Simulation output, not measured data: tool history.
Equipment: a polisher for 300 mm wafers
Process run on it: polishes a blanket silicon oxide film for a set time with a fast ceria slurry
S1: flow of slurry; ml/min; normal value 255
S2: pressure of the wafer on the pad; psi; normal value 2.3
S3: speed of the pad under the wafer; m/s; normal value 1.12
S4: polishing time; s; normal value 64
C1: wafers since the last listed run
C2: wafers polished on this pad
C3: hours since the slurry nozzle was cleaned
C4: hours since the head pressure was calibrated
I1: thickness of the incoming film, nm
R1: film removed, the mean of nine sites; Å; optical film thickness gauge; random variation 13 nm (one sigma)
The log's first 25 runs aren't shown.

run 26 day=85.571 | S1=255 S2=2.3 S3=1.12 S4=64 | C1=2543 C2=2866 C3=660 C4=312.3 | I1=3534.1 | R1=10731
run 27 day=89.342 | S1=255 S2=2.7 S3=0.9 S4=64 | C1=920 C2=3786 C3=750.5 C4=402.8 | I1=3437.5 | R1=10646
-- day=92.15 slurry nozzle cleaned
run 28 day=93.183 | S1=255 S2=2.3 S3=1.12 S4=64 | C1=927 C2=4714 C3=24.8 C4=495 | I1=3463.5 | R1=10912
run 29 day=94.696 | S1=255 S2=1.9 S3=1.12 S4=80 | C1=369 C2=5083 C3=61.1 C4=531.3 | I1=3496.5 | R1=11547
run 30 day=99.1 | S1=320 S2=1.7 S3=0.8 S4=70 | C1=1074 C2=6158 C3=166.8 C4=637 | I1=3547.6 | R1=7087
run 31 day=102.675 | S1=180 S2=2.3 S3=1.12 S4=64 | C1=872 C2=7030 C3=252.6 C4=722.8 | I1=3476.3 | R1=10563
run 32 day=106.912 | S1=255 S2=2.1 S3=1.12 S4=64 | C1=1034 C2=8065 C3=354.3 C4=824.5 | I1=3481.6 | R1=10273
run 33 day=108.804 | S1=295 S2=1.8 S3=1.26 S4=51 | C1=461 C2=8526 C3=399.7 C4=869.9 | I1=3526 | R1=7547
-- day=110.55 worn pad replaced by a new one
run 34 day=111.996 | S1=255 S2=2.3 S3=1.12 S4=64 | C1=738 C2=352 C3=476.3 C4=946.5 | I1=3534.8 | R1=10861
run 35 day=114.392 | S1=180 S2=3.1 S3=1.46 S4=84 | C1=584 C2=937 C3=533.8 C4=1004 | I1=3545.6 | R1=22430
run 36 day=118.521 | S1=255 S2=3.1 S3=0.8 S4=64 | C1=1007 C2=1945 C3=632.9 C4=1103.1 | I1=3447.9 | R1=11434
run 37 day=120.762 | S1=255 S2=2.3 S3=1.12 S4=64 | C1=547 C2=2492 C3=686.7 C4=1156.9 | I1=3489.9 | R1=10563
-- day=122.867 head pressure recalibrated
run 38 day=122.975 | S1=255 S2=2.3 S3=1.12 S4=64 | C1=519 C2=3012 C3=739.8 C4=2.6 | I1=3541.4 | R1=10839

Below are 3 alternative next runs, each starting from the tool's condition after run 38. Predict each:
run A day=122.992 | S1=255 S2=2.3 S3=1.12 S4=58 | C1=4 C2=3016 C3=740.2 C4=3 | I1=3489.4 | R1=?
run B day=122.992 | S1=255 S2=2.3 S3=1.12 S4=43 | C1=4 C2=3016 C3=740.2 C4=3 | I1=3489.4 | R1=?
run C day=122.992 | S1=255 S2=2.3 S3=1.12 S4=80 | C1=4 C2=3016 C3=740.2 C4=3 | I1=3489.4 | R1=?

run=A R1=9404
run=B R1=6972
run=C R1=12971
Without the tool's unlogged condition, the same runs would have read:
run=A R1=9812
run=B R1=7274
run=C R1=13533
